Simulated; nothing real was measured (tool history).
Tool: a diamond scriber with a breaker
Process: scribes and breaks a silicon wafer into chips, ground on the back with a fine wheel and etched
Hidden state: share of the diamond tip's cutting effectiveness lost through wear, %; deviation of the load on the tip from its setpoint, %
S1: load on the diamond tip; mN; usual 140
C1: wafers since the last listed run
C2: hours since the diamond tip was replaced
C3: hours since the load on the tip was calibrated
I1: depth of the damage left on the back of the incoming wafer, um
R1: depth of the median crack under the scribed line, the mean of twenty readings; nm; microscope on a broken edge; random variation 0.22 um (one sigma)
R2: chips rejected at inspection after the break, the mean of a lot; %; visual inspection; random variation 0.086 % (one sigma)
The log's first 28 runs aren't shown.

At day 29.579: diamond tip replaced by a new one.
Run 29, day 30.783: usual settings; C1 160; C2 28.9; C3 422.3; I1 0.63. Result: R1 12240 nm, R2 2.00 %.
Run 30, day 31.296: usual settings but S1 106 mN; C1 58; C2 41.2; C3 434.6; I1 0.63. Result: R1 11030 nm, R2 5.34 %.
Run 31, day 32.379: usual settings but S1 100 mN; C1 124; C2 67.2; C3 460.6; I1 0.49. Result: R1 10800 nm, R2 6.03 %.
Run 32, day 32.996: usual settings but S1 158 mN; C1 70; C2 82.0; C3 475.4; I1 0.77. Result: R1 12760 nm, R2 1.98 %.
Run 33, day 33.842: usual settings but S1 98 mN; C1 97; C2 102.3; C3 495.7; I1 0.49. Result: R1 10440 nm, R2 6.88 %.
Run 34, day 34.738: usual settings but S1 168 mN; C1 102; C2 123.8; C3 517.2; I1 0.36. Result: R1 13200 nm, R2 2.06 %.
Run 35, day 35.533: usual settings but S1 179 mN; C1 91; C2 142.9; C3 536.3; I1 0.68. Result: R1 12770 nm, R2 2.53 %.
Run 36, day 36.412: usual settings but S1 154 mN; C1 100; C2 164.0; C3 557.4; I1 0.47. Result: R1 12380 nm, R2 1.92 %.
Run 37, day 37.638: usual settings but S1 126 mN; C1 140; C2 193.4; C3 586.8; I1 0.31. Result: R1 11290 nm, R2 3.55 %.
Run 38, day 39.033: usual settings but S1 160 mN; C1 160; C2 226.9; C3 620.3; I1 0.71. Result: R1 12590 nm, R2 1.90 %.
Run 39, day 39.629: usual settings but S1 174 mN; C1 68; C2 241.2; C3 634.6; I1 0.32. Result: R1 12810 nm, R2 1.93 %.
Run 40, day 40.429: usual settings; C1 91; C2 260.4; C3 653.8; I1 0.67. Result: R1 11910 nm, R2 2.88 %.
Run 41, day 41.512: usual settings but S1 105 mN; C1 124; C2 286.4; C3 679.8; I1 0.77. Result: R1 10180 nm, R2 7.28 %.

Forecast each of these 5 alternatives for the next run:
Run A, day 41.538: usual settings; C1 2; C2 287.0; C3 680.4; I1 0.44. Result: R1 ?, R2 ?.
Run B, day 41.538: usual settings but S1 172 mN; C1 2; C2 287.0; C3 680.4; I1 0.44. Result: R1 ?, R2 ?.
Run C, day 41.538: usual settings but S1 162 mN; C1 2; C2 287.0; C3 680.4; I1 0.44. Result: R1 ?, R2 ?.
Run D, day 41.538: usual settings but S1 177 mN; C1 2; C2 287.0; C3 680.4; I1 0.44. Result: R1 ?, R2 ?.
Run E, day 41.538: usual settings but S1 114 mN; C1 2; C2 287.0; C3 680.4; I1 0.44. Result: R1 ?, R2 ?.

run     R1    R2
  A  11800  2.66
  B  12950  1.82
  C  12590  1.82
  D  13120  1.89
  E  10830  5.47
Without the tool's hidden state the same runs would have given:
run     R1    R2
  A  12780  1.79
  B  14020  2.96
  C  13640  2.37
  D  14210  3.32
  E  11730  2.80
